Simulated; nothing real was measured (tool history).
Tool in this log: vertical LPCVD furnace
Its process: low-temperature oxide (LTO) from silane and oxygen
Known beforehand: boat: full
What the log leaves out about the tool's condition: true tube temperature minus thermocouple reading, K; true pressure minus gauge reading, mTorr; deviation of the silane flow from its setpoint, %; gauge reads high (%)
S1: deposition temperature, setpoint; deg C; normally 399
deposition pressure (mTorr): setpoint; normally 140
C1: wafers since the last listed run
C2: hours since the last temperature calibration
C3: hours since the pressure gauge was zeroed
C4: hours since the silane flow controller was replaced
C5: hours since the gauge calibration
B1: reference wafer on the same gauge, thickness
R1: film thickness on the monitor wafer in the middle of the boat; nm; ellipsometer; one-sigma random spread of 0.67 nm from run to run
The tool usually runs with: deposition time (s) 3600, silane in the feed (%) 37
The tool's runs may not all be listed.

Run 1, day 0: usual settings; C1 0; C2 2050.2; C3 3559.3; C4 3698.8; C5 919.8; B1 314.09. Result: R1 321.12 nm.
Run 2, day 0.317: usual settings; C1 135; C2 2057.8; C3 3566.9; C4 3706.4; C5 927.4; B1 313.96. Result: R1 321.28 nm.
Run 3, day 0.967: usual settings; C1 278; C2 2073.4; C3 3582.5; C4 3722; C5 943; B1 314.06. Result: R1 320.95 nm.
At day 1: gauge calibrated.
At day 2.429: thermocouples replaced and temperature profile calibrated.
At day 2.508: pressure gauge zeroed.
Run 4, day 2.529: usual settings; C1 207; C2 2.4; C3 0.5; C4 3759.5; C5 36.7; B1 314.16. Result: R1 320.85 nm.
Run 5, day 2.729: usual settings; C1 85; C2 7.2; C3 5.3; C4 3764.3; C5 41.5; B1 313.94. Result: R1 321.04 nm.
Run 6, day 3.275: usual settings but deposition pressure (mTorr) 120, silane in the feed (%) 32; C1 234; C2 20.3; C3 18.4; C4 3777.4; C5 54.6; B1 313.82. Result: R1 227.26 nm.
Run 7, day 3.75: usual settings but deposition pressure (mTorr) 120, silane in the feed (%) 32; C1 203; C2 31.7; C3 29.8; C4 3788.8; C5 66; B1 314.25. Result: R1 227.47 nm.
Run 8, day 4.317: usual settings but S1 392 deg C, deposition time (s) 2550; C1 243; C2 45.3; C3 43.4; C4 3802.4; C5 79.6; B1 313.98. Result: R1 210.1 nm.
Run 9, day 6.725: usual settings; C1 1032; C2 103.1; C3 101.2; C4 3860.2; C5 137.4; B1 313.9. Result: R1 320.45 nm.
Run 10, day 7.425: usual settings but S1 396 deg C; C1 300; C2 119.9; C3 118; C4 3877; C5 154.2; B1 314.05. Result: R1 310.37 nm.
Run 11, day 7.733: usual settings; C1 132; C2 127.3; C3 125.4; C4 3884.4; C5 161.6; B1 313.83. Result: R1 322.98 nm.
Run 12, day 8.317: usual settings but S1 408 deg C, deposition time (s) 2700; C1 250; C2 141.3; C3 139.4; C4 3898.4; C5 175.6; B1 314.15. Result: R1 266.54 nm.
At day 9.542: silane flow controller replaced.
Run 13, day 9.562: usual settings; C1 105; C2 171.2; C3 169.3; C4 0.5; C5 205.5; B1 314.12. Result: R1 291.82 nm.
Run 14, day 9.762: usual settings but deposition pressure (mTorr) 125, deposition time (s) 4140, silane in the feed (%) 41; C1 85; C2 176; C3 174.1; C4 5.3; C5 210.3; B1 314.12. Result: R1 344.57 nm.
Run 15, day 9.962: usual settings but deposition time (s) 4020, silane in the feed (%) 33; C1 85; C2 180.8; C3 178.9; C4 10.1; C5 215.1; B1 314.03. Result: R1 277.07 nm.
Run 16, day 10.358: usual settings but deposition time (s) 2910; C1 169; C2 190.3; C3 188.4; C4 19.6; C5 224.6; B1 314.05. Result: R1 236.18 nm.

Run 17 comes next. What will it give?
Run 17, day 10.654: usual settings but S1 394 deg C, deposition pressure (mTorr) 130; C1 126; C2 197.4; C3 195.5; C4 26.7; C5 231.7; B1 ?. Result: R1 ?.

Run 17 gave B1 314.03, R1 255.75 nm.
Without the tool's hidden state the same run would have given R1 273.97 nm.

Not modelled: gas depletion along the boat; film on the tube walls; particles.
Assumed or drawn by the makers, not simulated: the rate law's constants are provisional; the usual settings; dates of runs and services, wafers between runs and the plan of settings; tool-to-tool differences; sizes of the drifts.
